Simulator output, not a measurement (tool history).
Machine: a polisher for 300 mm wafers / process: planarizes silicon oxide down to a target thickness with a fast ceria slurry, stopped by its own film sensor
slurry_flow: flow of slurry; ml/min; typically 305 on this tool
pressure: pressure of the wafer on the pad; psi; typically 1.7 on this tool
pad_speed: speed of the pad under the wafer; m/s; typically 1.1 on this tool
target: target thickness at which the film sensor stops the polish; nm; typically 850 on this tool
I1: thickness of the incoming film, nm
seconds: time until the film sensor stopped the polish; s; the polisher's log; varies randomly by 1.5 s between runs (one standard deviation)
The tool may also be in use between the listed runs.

run 1 hour=0 | slurry_flow=305 pressure=1.7 pad_speed=1.1 target=850 | I1=1838.3 | seconds=108.8
run 2 hour=16.7 | slurry_flow=305 pressure=1.7 pad_speed=1.1 target=850 | I1=1871.2 | seconds=116.1
run 3 hour=28.9 | slurry_flow=305 pressure=1.7 pad_speed=1.1 target=850 | I1=1865.6 | seconds=115.5
run 4 hour=44.4 | slurry_flow=305 pressure=1.7 pad_speed=1.1 target=850 | I1=1854.4 | seconds=115.8
-- hour=50 worn pad replaced by a new one
run 5 hour=63.2 | slurry_flow=305 pressure=1.7 pad_speed=1.1 target=850 | I1=1850.9 | seconds=107.2
run 6 hour=96.3 | slurry_flow=305 pressure=1.7 pad_speed=1.1 target=850 | I1=1848 | seconds=114.8
run 7 hour=110.5 | slurry_flow=305 pressure=1.7 pad_speed=1.1 target=850 | I1=1855.5 | seconds=113.5
-- hour=132.4 worn pad replaced by a new one
run 8 hour=142.6 | slurry_flow=305 pressure=1.7 pad_speed=1.1 target=850 | I1=1848 | seconds=107.5
run 9 hour=176.6 | slurry_flow=390 pressure=1.7 pad_speed=1.1 target=850 | I1=1831.6 | seconds=108.2
run 10 hour=195 | slurry_flow=390 pressure=1.7 pad_speed=1.1 target=850 | I1=1880.1 | seconds=113.5
run 11 hour=211.4 | slurry_flow=305 pressure=1.7 pad_speed=0.92 target=850 | I1=1856.7 | seconds=137
-- hour=237.4 worn pad replaced by a new one
run 12 hour=239.1 | slurry_flow=305 pressure=1.7 pad_speed=1.1 target=850 | I1=1884.1 | seconds=110.6
-- hour=246.5 head pressure recalibrated
run 13 hour=257 | slurry_flow=275 pressure=2.2 pad_speed=1.1 target=850 | I1=1844.4 | seconds=85.2

Run 14, settings as shown, results not yet in. Your forecast:
run 14 hour=273 | slurry_flow=345 pressure=1.7 pad_speed=1.46 target=952 | I1=1821.6 | seconds=?

For run 14 the tool returned seconds 76.6 s.
Were there no unlogged condition in the tool, this run, its random variation unchanged, would have produced seconds 72.1 s.

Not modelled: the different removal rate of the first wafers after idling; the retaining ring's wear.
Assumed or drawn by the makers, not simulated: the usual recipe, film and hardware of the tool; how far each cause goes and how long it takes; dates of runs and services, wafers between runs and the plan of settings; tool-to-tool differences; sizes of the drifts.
